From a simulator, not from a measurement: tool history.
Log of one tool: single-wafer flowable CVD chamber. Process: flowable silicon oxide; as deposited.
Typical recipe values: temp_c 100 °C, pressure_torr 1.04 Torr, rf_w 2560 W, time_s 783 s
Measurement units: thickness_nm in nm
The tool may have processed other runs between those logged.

run   hour  temp_c  pressure_torr  rf_w  time_s  wafers since the last listed run  hours since the last thermocouple change  hours since the last RF generator calibration  hours since the last manometer calibration  hours since the showerhead was replaced  hours since the gauge calibration  read-back reference wafer on the same gauge, thickness_nm  thickness_nm
  1      0     100           1.04  2560     783                                 0                                     456.8                                          991.6                                      1120.2                                   6271.4                              784.1                                                     676.33       643.445
  2   25.4     100           1.04  2560     783                                80                                     482.2                                           1017                                      1145.6                                   6296.8                              809.5                                                    675.556       642.437
  3   42.3     100           1.04  2560     783                                53                                     499.1                                         1033.9                                      1162.5                                   6313.7                              826.4                                                    675.921       643.467
       101  -- capacitance manometer re-zeroed and calibrated
  4    144     100           1.04  2560     783                               298                                     600.8                                         1135.6                                          43                                   6415.4                              928.1                                                    675.869       646.316
  5    176     100           1.04  2560     783                               101                                     632.8                                         1167.6                                          75                                   6447.4                              960.1                                                    675.562       646.323
  6  203.5     100           1.04  2560     783                                87                                     660.3                                         1195.1                                       102.5                                   6474.9                              987.6                                                     675.93       643.588
  7  219.2     100           0.97  2560     783                                50                                       676                                         1210.8                                       118.2                                   6490.6                             1003.3                                                    676.366       598.717
  8  240.7     100           0.97  2560     783                                68                                     697.5                                         1232.3                                       139.7                                   6512.1                             1024.8                                                    675.994       598.363
  9  265.7     100           1.04  2560     724                                79                                     722.5                                         1257.3                                       164.7                                   6537.1                             1049.8                                                    675.753       594.823
 10    347     112           1.04  2080     883                               258                                     803.8                                         1338.6                                         246                                   6618.4                             1131.1                                                    676.214       444.229
 11  376.4     100           1.04  2560     633                                93                                     833.2                                           1368                                       275.4                                   6647.8                             1160.5                                                    676.092       515.753
     386.9  -- RF generator calibrated
     388.7  -- showerhead replaced
 12  389.2     100           1.04  2560     783                                 9                                       846                                            2.3                                       288.2                                      0.5                             1173.3                                                     676.03       640.691
 13  414.2     100           1.04  2560     783                                79                                       871                                           27.3                                       313.2                                     25.5                             1198.3                                                    676.222       638.273
 14  441.4     100           1.15  2245     783                                86                                     898.2                                           54.5                                       340.4                                     52.7                             1225.5                                                    676.564       688.731
 15  473.4      94           0.89  2560     783                               101                                     930.2                                           86.5                                       372.4                                     84.7                             1257.5                                                    676.221        680.12
 16  497.9     106           0.95  2695     648                                78                                     954.7                                            111                                       396.9                                    109.2                               1282                                                    675.811       385.407
 17  514.4      86           0.79  2695     885                                52                                     971.2                                          127.5                                       413.4                                    125.7                             1298.5                                                    675.255       908.712

Run 18 is up next; what results do you expect?
 18  530.7     100           1.04  2560     896                                51                                     987.5                                          143.8                                       429.7                                      142                             1314.8                                                          ?             ?

Run 18 produced read-back reference wafer on the same gauge, thickness_nm 675.295, thickness_nm 731.09 nm.
On a tool with no hidden condition, and with the same random variation, this run would have come out at thickness_nm 746.055 nm.

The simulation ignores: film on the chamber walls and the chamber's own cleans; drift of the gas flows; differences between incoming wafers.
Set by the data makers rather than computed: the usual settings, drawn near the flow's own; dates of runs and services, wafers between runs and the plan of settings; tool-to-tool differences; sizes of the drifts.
